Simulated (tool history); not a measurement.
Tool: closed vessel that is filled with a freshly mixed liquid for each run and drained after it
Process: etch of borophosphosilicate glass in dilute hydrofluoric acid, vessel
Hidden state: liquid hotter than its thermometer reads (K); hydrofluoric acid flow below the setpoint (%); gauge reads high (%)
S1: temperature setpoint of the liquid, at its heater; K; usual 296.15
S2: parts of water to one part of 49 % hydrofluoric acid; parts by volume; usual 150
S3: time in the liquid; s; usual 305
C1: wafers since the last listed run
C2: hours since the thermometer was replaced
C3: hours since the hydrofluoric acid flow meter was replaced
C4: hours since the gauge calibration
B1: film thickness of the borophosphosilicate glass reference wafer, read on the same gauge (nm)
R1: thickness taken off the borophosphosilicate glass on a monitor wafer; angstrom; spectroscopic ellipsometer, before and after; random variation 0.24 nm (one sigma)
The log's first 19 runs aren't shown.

run      day      S1   S2   S3    C1      C2      C3      C4     B1     R1
 20   57.804  296.15  150  305  3482  1043.8   822.8  1489.1  90.01  490.1
 21   61.812  296.15  150  175  6309    1140     919  1585.3  90.03  278.9
      63.858  -- thermometer replaced
 22   65.692  296.15  150  305  6040      44  1012.1  1678.4  90.02  484.5
 23   67.408  292.15  150  305  2702    85.2  1053.3  1719.6  89.96    414
 24   71.454  291.65  150  210  6368   182.3  1150.4  1816.7  90.04  277.2
      72.533  -- hydrofluoric acid flow meter replaced
 25   75.217  296.15  195  460  5856   272.6    64.4    1907  89.98  554.3
 26   77.883  296.15  105  240  4197   336.6   128.4    1971  89.99  598.2
 27   81.921  296.15   85  305  6355   433.5   225.3  2067.9  90.05  946.6
 28   85.004  296.15  120  305  4853   507.5   299.3  2141.9  89.97  644.3
 29   89.496  296.15  150  305  7070   615.3   407.1  2249.7  90.01    495
 30   91.321  296.15  150  305  2872   659.1   450.9  2293.5  89.97  497.1
 31   94.925  296.15  150  305  5673   745.6   537.4    2380  90.02  495.4
 32   97.433  297.65  150  245  3948   805.8   597.6  2440.2  90.01  422.1
 33  100.225  294.15  180  170  4394   872.8   664.6  2507.2     90  205.7

3 ways to go on from here, each from the tool as it stands after run 33. What would each give?
  A  100.254  296.15  150  195  45  873.5  665.3  2507.9   ?   ?
  B  100.254  299.65  150  370  45  873.5  665.3  2507.9   ?   ?
  C  100.254  298.15  220  390  45  873.5  665.3  2507.9   ?   ?

run     B1     R1
  A  89.99  314.3
  B  89.99  680.8
  C  89.99    427
Without the tool's hidden state the same runs would have given:
run     R1
  A  323.4
  B  700.9
  C  440.2

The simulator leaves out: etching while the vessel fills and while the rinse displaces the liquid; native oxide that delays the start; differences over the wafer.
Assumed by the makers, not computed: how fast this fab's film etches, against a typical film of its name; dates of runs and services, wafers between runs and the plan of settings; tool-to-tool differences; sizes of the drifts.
